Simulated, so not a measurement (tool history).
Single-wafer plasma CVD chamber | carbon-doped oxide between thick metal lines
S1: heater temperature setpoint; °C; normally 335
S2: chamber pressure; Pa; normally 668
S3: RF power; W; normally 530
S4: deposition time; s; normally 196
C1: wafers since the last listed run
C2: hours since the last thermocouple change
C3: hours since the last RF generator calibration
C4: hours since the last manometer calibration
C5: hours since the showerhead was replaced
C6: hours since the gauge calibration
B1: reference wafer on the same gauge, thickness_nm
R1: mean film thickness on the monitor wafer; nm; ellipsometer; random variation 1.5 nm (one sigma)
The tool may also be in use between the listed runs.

{"run": 1, "day": 0.0, "S1": 335, "S2": 668, "S3": 530, "S4": 185, "C1": 0, "C2": 1830.2, "C3": 1370.2, "C4": 1444.4, "C5": 3869.9, "C6": 49.5, "B1": 849.886, "R1": 922.389}
{"run": 2, "day": 0.321, "S1": 335, "S2": 547, "S3": 530, "S4": 204, "C1": 76, "C2": 1837.9, "C3": 1377.9, "C4": 1452.1, "C5": 3877.6, "C6": 57.2, "B1": 850.182, "R1": 998.596}
{"run": 3, "day": 1.0, "S1": 335, "S2": 547, "S3": 530, "S4": 204, "C1": 161, "C2": 1854.2, "C3": 1394.2, "C4": 1468.4, "C5": 3893.9, "C6": 73.5, "B1": 849.917, "R1": 996.884}
{"run": 4, "day": 1.483, "S1": 340, "S2": 668, "S3": 465, "S4": 196, "C1": 114, "C2": 1865.8, "C3": 1405.8, "C4": 1480, "C5": 3905.5, "C6": 85.1, "B1": 849.845, "R1": 897.638}
{"day": 3.038, "done": "gauge calibrated"}
{"run": 5, "day": 3.262, "S1": 340, "S2": 668, "S3": 465, "S4": 196, "C1": 422, "C2": 1908.5, "C3": 1448.5, "C4": 1522.7, "C5": 3948.2, "C6": 5.4, "B1": 849.773, "R1": 898.118}
{"day": 3.783, "done": "capacitance manometer re-zeroed and calibrated"}
{"run": 6, "day": 3.942, "S1": 335, "S2": 668, "S3": 530, "S4": 196, "C1": 82, "C2": 1924.8, "C3": 1464.8, "C4": 3.8, "C5": 3964.5, "C6": 21.7, "B1": 849.957, "R1": 975.297}
{"day": 4.55, "done": "RF generator calibrated"}
{"run": 7, "day": 4.571, "S1": 335, "S2": 668, "S3": 530, "S4": 196, "C1": 70, "C2": 1939.9, "C3": 0.5, "C4": 18.9, "C5": 3979.6, "C6": 36.8, "B1": 850.351, "R1": 1019.766}
{"run": 8, "day": 4.762, "S1": 335, "S2": 668, "S3": 530, "S4": 196, "C1": 45, "C2": 1944.5, "C3": 5.1, "C4": 23.5, "C5": 3984.2, "C6": 41.4, "B1": 850.435, "R1": 1017.366}
{"day": 5.192, "done": "thermocouple changed; heater temperature recalibrated"}
{"run": 9, "day": 5.408, "S1": 342, "S2": 713, "S3": 600, "S4": 220, "C1": 74, "C2": 5.2, "C3": 20.6, "C4": 39, "C5": 3999.7, "C6": 56.9, "B1": 849.717, "R1": 1196.898}
{"day": 6.254, "done": "showerhead replaced"}
{"run": 10, "day": 6.275, "S1": 335, "S2": 556, "S3": 530, "S4": 196, "C1": 126, "C2": 26, "C3": 41.4, "C4": 59.8, "C5": 0.5, "C6": 77.7, "B1": 850.303, "R1": 1001.545}
{"run": 11, "day": 6.446, "S1": 331, "S2": 739, "S3": 560, "S4": 196, "C1": 40, "C2": 30.1, "C3": 45.5, "C4": 63.9, "C5": 4.6, "C6": 81.8, "B1": 850.212, "R1": 1064.66}
{"run": 12, "day": 6.879, "S1": 322, "S2": 796, "S3": 595, "S4": 196, "C1": 102, "C2": 40.5, "C3": 55.9, "C4": 74.3, "C5": 15, "C6": 92.2, "B1": 849.811, "R1": 1134.488}
{"run": 13, "day": 7.146, "S1": 322, "S2": 796, "S3": 595, "S4": 196, "C1": 63, "C2": 46.9, "C3": 62.3, "C4": 80.7, "C5": 21.4, "C6": 98.6, "B1": 849.85, "R1": 1131.747}
{"run": 14, "day": 7.471, "S1": 335, "S2": 668, "S3": 530, "S4": 196, "C1": 77, "C2": 54.7, "C3": 70.1, "C4": 88.5, "C5": 29.2, "C6": 106.4, "B1": 849.967, "R1": 1012.851}
{"day": 7.475, "done": "gauge calibrated"}
{"run": 15, "day": 8.062, "S1": 329, "S2": 575, "S3": 530, "S4": 207, "C1": 140, "C2": 68.9, "C3": 84.3, "C4": 102.7, "C5": 43.4, "C6": 14.1, "B1": 849.726, "R1": 1071.779}
{"run": 16, "day": 8.542, "S1": 335, "S2": 668, "S3": 590, "S4": 196, "C1": 113, "C2": 80.4, "C3": 95.8, "C4": 114.2, "C5": 54.9, "C6": 25.6, "B1": 849.794, "R1": 1067.689}
{"run": 17, "day": 8.879, "S1": 331, "S2": 557, "S3": 530, "S4": 158, "C1": 80, "C2": 88.5, "C3": 103.9, "C4": 122.3, "C5": 63, "C6": 33.7, "B1": 850.043, "R1": 811.181}

Each row is a separate what-if for the run after 17, all from the same tool condition, not one after another. Results?
{"run": "A", "day": 8.9, "S1": 335, "S2": 668, "S3": 560, "S4": 196, "C1": 4, "C2": 89, "C3": 104.4, "C4": 122.8, "C5": 63.5, "C6": 34.2, "B1": "?", "R1": "?"}
{"run": "B", "day": 8.9, "S1": 328, "S2": 668, "S3": 530, "S4": 172, "C1": 4, "C2": 89, "C3": 104.4, "C4": 122.8, "C5": 63.5, "C6": 34.2, "B1": "?", "R1": "?"}
{"run": "C", "day": 8.9, "S1": 325, "S2": 668, "S3": 465, "S4": 196, "C1": 4, "C2": 89, "C3": 104.4, "C4": 122.8, "C5": 63.5, "C6": 34.2, "B1": "?", "R1": "?"}
{"run": "D", "day": 8.9, "S1": 343, "S2": 668, "S3": 530, "S4": 208, "C1": 4, "C2": 89, "C3": 104.4, "C4": 122.8, "C5": 63.5, "C6": 34.2, "B1": "?", "R1": "?"}

run=A B1=850.042 R1=1041.388
run=B B1=850.042 R1=906.634
run=C B1=850.042 R1=976.343
run=D B1=850.042 R1=1052.992
Take away the tool's hidden state, keep each run's random variation, and the runs would have read:
run=A R1=1050.94
run=B R1=915.083
run=C R1=985.642
run=D R1=1062.804

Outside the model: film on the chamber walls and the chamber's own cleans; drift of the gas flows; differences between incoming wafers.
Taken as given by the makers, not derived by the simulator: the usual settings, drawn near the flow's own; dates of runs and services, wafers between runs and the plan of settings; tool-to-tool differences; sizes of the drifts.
